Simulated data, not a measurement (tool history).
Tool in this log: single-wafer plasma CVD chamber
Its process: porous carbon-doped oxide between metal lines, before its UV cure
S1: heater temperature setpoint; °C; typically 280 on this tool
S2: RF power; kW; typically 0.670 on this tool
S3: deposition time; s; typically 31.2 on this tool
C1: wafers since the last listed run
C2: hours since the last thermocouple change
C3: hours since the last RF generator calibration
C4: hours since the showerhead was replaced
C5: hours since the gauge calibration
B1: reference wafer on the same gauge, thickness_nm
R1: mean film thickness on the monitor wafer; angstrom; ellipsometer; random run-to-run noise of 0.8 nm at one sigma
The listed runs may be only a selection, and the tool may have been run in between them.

Run 1, hour 0.0: usual settings; C1 0; C2 1612.0; C3 1955.6; C4 4352.5; C5 426.8; B1 209.752. Result: R1 2382.75 angstrom.
Run 2, hour 32.9: usual settings; C1 771; C2 1644.9; C3 1988.5; C4 4385.4; C5 459.7; B1 209.989. Result: R1 2385.89 angstrom.
Run 3, hour 108.8: usual settings; C1 1780; C2 1720.8; C3 2064.4; C4 4461.3; C5 535.6; B1 209.812. Result: R1 2375.37 angstrom.
Run 4, hour 140.5: usual settings; C1 743; C2 1752.5; C3 2096.1; C4 4493.0; C5 567.3; B1 209.869. Result: R1 2372.92 angstrom.
Run 5, hour 159.9: usual settings but S2 0.735 kW; C1 454; C2 1771.9; C3 2115.5; C4 4512.4; C5 586.7; B1 210.076. Result: R1 2520.01 angstrom.
Run 6, hour 188.9: usual settings; C1 680; C2 1800.9; C3 2144.5; C4 4541.4; C5 615.7; B1 210.088. Result: R1 2377.41 angstrom.
Run 7, hour 212.1: usual settings; C1 544; C2 1824.1; C3 2167.7; C4 4564.6; C5 638.9; B1 210.019. Result: R1 2353.23 angstrom.
Run 8, hour 224.6: usual settings; C1 293; C2 1836.6; C3 2180.2; C4 4577.1; C5 651.4; B1 209.951. Result: R1 2375.37 angstrom.
At hour 256.9: thermocouple changed; heater temperature recalibrated.
Run 9, hour 261.1: usual settings but S1 287 °C, S2 0.755 kW; C1 668; C2 4.2; C3 2216.7; C4 4613.6; C5 687.9; B1 210.184. Result: R1 2336.05 angstrom.
At hour 283.4: gauge calibrated.
Run 10, hour 288.9: usual settings but S1 287 °C, S2 0.755 kW; C1 652; C2 32.0; C3 2244.5; C4 4641.4; C5 5.5; B1 210.014. Result: R1 2330.06 angstrom.
Run 11, hour 320.9: usual settings but S1 287 °C, S2 0.755 kW; C1 750; C2 64.0; C3 2276.5; C4 4673.4; C5 37.5; B1 209.920. Result: R1 2343.84 angstrom.
At hour 331.2: RF generator calibrated.
Run 12, hour 342.4: usual settings; C1 316; C2 85.5; C3 11.2; C4 4694.9; C5 59.0; B1 210.027. Result: R1 2412.39 angstrom.
Run 13, hour 401.0: usual settings; C1 1374; C2 144.1; C3 69.8; C4 4753.5; C5 117.6; B1 209.921. Result: R1 2404.25 angstrom.
Run 14, hour 417.8: usual settings but S1 272 °C, S2 0.630 kW; C1 394; C2 160.9; C3 86.6; C4 4770.3; C5 134.4; B1 210.103. Result: R1 2451.65 angstrom.
Run 15, hour 452.0: usual settings but S1 289 °C, S2 0.795 kW, S3 32.8 s; C1 802; C2 195.1; C3 120.8; C4 4804.5; C5 168.6; B1 210.194. Result: R1 2673.55 angstrom.
At hour 492.8: showerhead replaced.
Run 16, hour 493.3: usual settings; C1 780; C2 236.4; C3 162.1; C4 0.5; C5 209.9; B1 210.020. Result: R1 2424.91 angstrom.
Run 17, hour 511.5: usual settings but S1 276 °C, S2 0.770 kW, S3 37.3 s; C1 426; C2 254.6; C3 180.3; C4 18.7; C5 228.1; B1 210.187. Result: R1 3255.51 angstrom.
Run 18, hour 547.1: usual settings but S1 272 °C, S2 0.565 kW, S3 25.0 s; C1 834; C2 290.2; C3 215.9; C4 54.3; C5 263.7; B1 209.877. Result: R1 1850.98 angstrom.
Run 19, hour 571.6: usual settings but S1 289 °C, S2 0.790 kW; C1 574; C2 314.7; C3 240.4; C4 78.8; C5 288.2; B1 209.668. Result: R1 2545.03 angstrom.
Run 20, hour 589.5: usual settings but S1 287 °C, S2 0.755 kW; C1 419; C2 332.6; C3 258.3; C4 96.7; C5 306.1; B1 209.854. Result: R1 2496.74 angstrom.
Run 21, hour 624.7: usual settings but S1 269 °C, S2 0.730 kW, S3 36.8 s; C1 825; C2 367.8; C3 293.5; C4 131.9; C5 341.3; B1 210.333. Result: R1 3283.44 angstrom.
Run 22, hour 638.1: usual settings; C1 314; C2 381.2; C3 306.9; C4 145.3; C5 354.7; B1 209.789. Result: R1 2428.44 angstrom.
Run 23, hour 670.5: usual settings; C1 759; C2 413.6; C3 339.3; C4 177.7; C5 387.1; B1 210.136. Result: R1 2435.16 angstrom.
Run 24, hour 690.4: usual settings but S2 0.565 kW; C1 466; C2 433.5; C3 359.2; C4 197.6; C5 407.0; B1 209.863. Result: R1 2153.54 angstrom.
Run 25, hour 708.3: usual settings but S1 268 °C; C1 419; C2 451.4; C3 377.1; C4 215.5; C5 424.9; B1 210.072. Result: R1 2669.14 angstrom.
Run 26, hour 733.4: usual settings; C1 588; C2 476.5; C3 402.2; C4 240.6; C5 450.0; B1 209.933. Result: R1 2431.22 angstrom.

Some steps in R1, run to run, broken into two amounts with sign: the step expected even without the hidden condition (settings, incoming material, random variation), and the rest, left for the hidden condition together with whatever gauge scatter is not in both the measured and the hidden-condition-free result:
Hidden state present: wafer temperature above the value expected at the setpoint (K); delivered RF power above the setpoint (%); gauge reads high (%).
Run 8 -> 9: S1 280 -> 287, S2 0.670 -> 0.755, thermocouple changed; heater temperature recalibrated. R1 -39.32 angstrom: hidden state -116.63, all else +77.31.
Run 11 -> 12: S1 287 -> 280, S2 0.755 -> 0.670, RF generator calibrated. R1 +68.55 angstrom: hidden state +149.21, all else -80.66.
Run 17 -> 18: S1 276 -> 272, S2 0.770 -> 0.565, S3 37.3 -> 25.0. R1 -1404.53 angstrom: hidden state -8.70, all else -1395.83.
Run 21 -> 22: S1 269 -> 280, S2 0.730 -> 0.670, S3 36.8 -> 31.2. R1 -855.00 angstrom: hidden state -10.58, all else -844.42.
